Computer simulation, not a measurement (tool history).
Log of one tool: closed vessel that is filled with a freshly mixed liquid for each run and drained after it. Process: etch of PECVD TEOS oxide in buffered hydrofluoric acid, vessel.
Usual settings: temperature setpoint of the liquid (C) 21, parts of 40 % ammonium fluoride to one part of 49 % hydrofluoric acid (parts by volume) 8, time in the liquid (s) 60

run,hour,temperature setpoint of the liquid (C),parts of 40 % ammonium fluoride to one part of 49 % hydrofluoric acid (parts by volume),time in the liquid (s),"read-back film thickness of the PECVD TEOS oxide reference wafer, read on the same gauge (nm)",thickness taken off the PECVD TEOS oxide on a monitor wafer (angstrom)
1,0,21,8,60,150,1409
2,75,21,6,60,149.99,1857.2
# hour 97.9: gauge calibrated
3,99.8,21,8,75,150.01,1797.1
4,135.4,21,8,75,150.01,1752.7
5,158.9,21,8,60,149.97,1402.5
6,189.7,21,8,60,150,1398.1
7,218.6,21,8,60,150.01,1367.8
8,243.3,21,8,60,150.01,1409.6
9,273.1,21,9,60,149.95,1251.6
10,306.6,21,8,50,150.01,1161.9
11,342.4,21,8,50,149.99,1135.6
12,368.7,21,8,60,149.97,1370.4
13,402.2,21,8,60,150.01,1366.6
14,433.5,21,8,60,150.02,1360.9
15,456.5,21,8,60,150.02,1337
# hour 458.5: thermometer replaced
16,481.6,21,5.5,60,150.02,2044.5
17,501.2,17,10,75,149.98,1181.2
18,528.3,21,8,60,149.95,1421.2
19,545.3,21,8,95,150.02,2245
# hour 555.4: gauge calibrated
20,562.3,24.5,8,60,149.98,1699.2
21,576.5,17.5,9.5,90,149.99,1508.6
22,596.9,21,8,60,149.99,1403.7
# hour 605: hydrofluoric acid flow meter replaced
23,610,21,8,85,149.97,2159.7
24,628.6,21,10.5,60,150,1173.7
25,643.6,23,8,60,150.05,1676.3
26,657.6,21,8,60,149.96,1497.3
27,679.2,21,8,60,149.98,1494.2
28,711.7,21,8,30,150.01,743.3
29,743.8,21,8,60,149.99,1480.5
30,756.4,21,8,60,150.01,1487.7
31,771.6,21,8,60,149.98,1492.4
32,796.6,17,10.5,30,149.99,465.8
33,828.2,17,7,75,149.99,1680.7

4 ways to go on from here, each from the tool as it stands after run 33. What would each give?
A,828.9,21,8,60,?,?
B,828.9,25.5,5.5,80,?,?
C,828.9,25,10,90,?,?
D,828.9,25.5,8,60,?,?

run,"read-back film thickness of the PECVD TEOS oxide reference wafer, read on the same gauge (nm)",thickness taken off the PECVD TEOS oxide on a monitor wafer (angstrom)
A,150.03,1452.3
B,150.03,3536.3
C,150.03,2239.5
D,150.03,1859.2
Without the tool's hidden state the same runs would have given:
run,thickness taken off the PECVD TEOS oxide on a monitor wafer (angstrom)
A,1508.6
B,3656.9
C,2321.1
D,1930.1
